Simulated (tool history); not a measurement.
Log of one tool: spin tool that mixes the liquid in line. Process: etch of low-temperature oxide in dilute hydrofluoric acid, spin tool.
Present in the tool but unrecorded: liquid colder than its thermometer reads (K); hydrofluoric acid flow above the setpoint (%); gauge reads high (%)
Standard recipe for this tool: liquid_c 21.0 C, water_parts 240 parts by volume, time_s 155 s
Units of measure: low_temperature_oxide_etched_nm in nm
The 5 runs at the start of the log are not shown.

run,day,liquid_c,water_parts,time_s,wafers since the last listed run,hours since the thermometer was replaced,hours since the hydrofluoric acid flow meter was replaced,hours since the gauge calibration,"read-back film thickness of the low-temperature oxide reference wafer, read on the same gauge (nm)",low_temperature_oxide_etched_nm
6,10.588,21.0,240,155,478,513.1,248.3,285.6,150.00,5.21
7,11.833,22.5,240,215,301,543.0,278.2,315.5,150.02,7.68
8,13.708,21.0,240,125,453,588.0,323.2,360.5,150.00,4.25
9,16.450,21.0,240,155,663,653.8,389.0,426.3,150.00,5.24
10,18.858,17.0,165,155,583,711.6,446.8,484.1,150.02,6.96
11,21.833,21.0,240,155,720,783.0,518.2,555.5,150.01,5.20
12,24.825,21.0,240,155,724,854.8,590.0,627.3,150.01,5.21
# day 25.438: thermometer replaced
13,32.371,21.0,180,155,1816,166.4,771.1,808.4,150.06,7.62
14,34.479,21.0,300,210,510,217.0,821.7,859.0,150.02,5.52
15,35.575,21.0,315,125,265,243.3,848.0,885.3,150.01,3.06
16,39.738,21.0,240,155,1007,343.2,947.9,985.2,150.00,5.33
17,40.796,21.0,240,155,256,368.6,973.3,1010.6,150.01,5.30

For run 18, what comes out?
18,42.812,19.5,240,155,488,417.0,1021.7,1059.0,?,?

{"run 18": {"read-back film thickness of the low-temperature oxide reference wafer, read on the same gauge (nm)": 150.05, "low_temperature_oxide_etched_nm": 5.05}}
On a tool with no hidden condition, and with the same random variation, this run would have come out at low_temperature_oxide_etched_nm 5.03 nm.
